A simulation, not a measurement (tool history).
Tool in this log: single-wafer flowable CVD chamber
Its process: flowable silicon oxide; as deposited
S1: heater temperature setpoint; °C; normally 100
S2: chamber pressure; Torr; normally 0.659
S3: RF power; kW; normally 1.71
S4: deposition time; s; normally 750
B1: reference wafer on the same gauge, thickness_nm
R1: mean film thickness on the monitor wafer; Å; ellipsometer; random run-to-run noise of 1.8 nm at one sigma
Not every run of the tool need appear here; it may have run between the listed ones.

run 1 day=0 | S1=100 S2=0.659 S3=1.71 S4=750 | B1=342.966 | R1=2955.41
run 2 day=0.6 | S1=100 S2=0.659 S3=1.71 S4=750 | B1=342.697 | R1=2963.66
run 3 day=2.221 | S1=100 S2=0.659 S3=1.71 S4=750 | B1=343.021 | R1=2955.02
run 4 day=3.062 | S1=100 S2=0.659 S3=1.71 S4=687 | B1=343.182 | R1=2712.41
-- day=3.792 RF generator calibrated
run 5 day=3.812 | S1=100 S2=0.659 S3=1.71 S4=750 | B1=343.278 | R1=2961.83
-- day=4.217 capacitance manometer re-zeroed and calibrated
run 6 day=4.238 | S1=100 S2=0.659 S3=1.71 S4=750 | B1=342.666 | R1=2932.81
run 7 day=4.446 | S1=100 S2=0.659 S3=1.615 S4=750 | B1=343.403 | R1=2930.73
run 8 day=5.158 | S1=100 S2=0.659 S3=1.615 S4=750 | B1=343.27 | R1=2866.93
run 9 day=5.642 | S1=89 S2=0.659 S3=1.71 S4=750 | B1=343.01 | R1=4052.91
run 10 day=6.121 | S1=89 S2=0.659 S3=1.71 S4=750 | B1=342.287 | R1=4050.4
run 11 day=6.417 | S1=89 S2=0.659 S3=1.71 S4=750 | B1=342.572 | R1=4078.91
run 12 day=6.85 | S1=100 S2=0.659 S3=1.71 S4=750 | B1=342.534 | R1=2926.98
run 13 day=7.354 | S1=100 S2=0.807 S3=1.71 S4=852 | B1=343.339 | R1=4086.01
-- day=7.492 gauge calibrated
run 14 day=7.612 | S1=100 S2=0.659 S3=1.83 S4=834 | B1=343.482 | R1=3300.54
run 15 day=7.979 | S1=100 S2=0.659 S3=1.71 S4=750 | B1=342.595 | R1=2953.99
run 16 day=8.229 | S1=100 S2=0.787 S3=1.71 S4=750 | B1=342.803 | R1=3518.37
run 17 day=8.812 | S1=109 S2=0.819 S3=1.39 S4=750 | B1=342.944 | R1=2661.32
run 18 day=9.104 | S1=108 S2=0.589 S3=1.45 S4=815 | B1=343.09 | R1=2154.49
run 19 day=9.829 | S1=100 S2=0.659 S3=1.71 S4=750 | B1=343.064 | R1=2907.72
-- day=10.283 thermocouple changed; heater temperature recalibrated
run 20 day=10.304 | S1=100 S2=0.516 S3=1.71 S4=654 | B1=342.975 | R1=2301.68
-- day=10.696 showerhead replaced
run 21 day=10.775 | S1=91 S2=0.659 S3=1.71 S4=750 | B1=343.404 | R1=4350.52
run 22 day=11.367 | S1=100 S2=0.659 S3=1.615 S4=750 | B1=342.515 | R1=3326.94
run 23 day=13.271 | S1=100 S2=0.659 S3=1.71 S4=750 | B1=343.928 | R1=3361.92
run 24 day=13.762 | S1=89 S2=0.553 S3=1.71 S4=800 | B1=343.342 | R1=4158.68
run 25 day=14.296 | S1=87 S2=0.659 S3=1.71 S4=750 | B1=343.046 | R1=4861.85
run 26 day=15.254 | S1=91 S2=0.759 S3=1.58 S4=691 | B1=342.764 | R1=4549.55
run 27 day=15.733 | S1=100 S2=0.659 S3=1.71 S4=750 | B1=342.703 | R1=3365.25

5 options for the next run, each taken on its own from the tool as it stands now. Forecast them:
run A day=15.758 | S1=100 S2=0.659 S3=1.71 S4=750 | B1=? | R1=?
run B day=15.758 | S1=100 S2=0.551 S3=1.71 S4=750 | B1=? | R1=?
run C day=15.758 | S1=88 S2=0.659 S3=1.905 S4=672 | B1=? | R1=?
run D day=15.758 | S1=106 S2=0.533 S3=1.88 S4=750 | B1=? | R1=?
run E day=15.758 | S1=107 S2=0.786 S3=1.71 S4=750 | B1=? | R1=?

run=A B1=342.861 R1=3342.18
run=B B1=342.861 R1=2798.18
run=C B1=342.861 R1=4366.34
run=D B1=342.861 R1=2322.33
run=E B1=342.861 R1=3250.86
With the hidden condition removed and each run's random variation left untouched, the same runs would have given:
run=A R1=3434.28
run=B R1=2875.28
run=C R1=4474.04
run=D R1=2384.53
run=E R1=3337.52

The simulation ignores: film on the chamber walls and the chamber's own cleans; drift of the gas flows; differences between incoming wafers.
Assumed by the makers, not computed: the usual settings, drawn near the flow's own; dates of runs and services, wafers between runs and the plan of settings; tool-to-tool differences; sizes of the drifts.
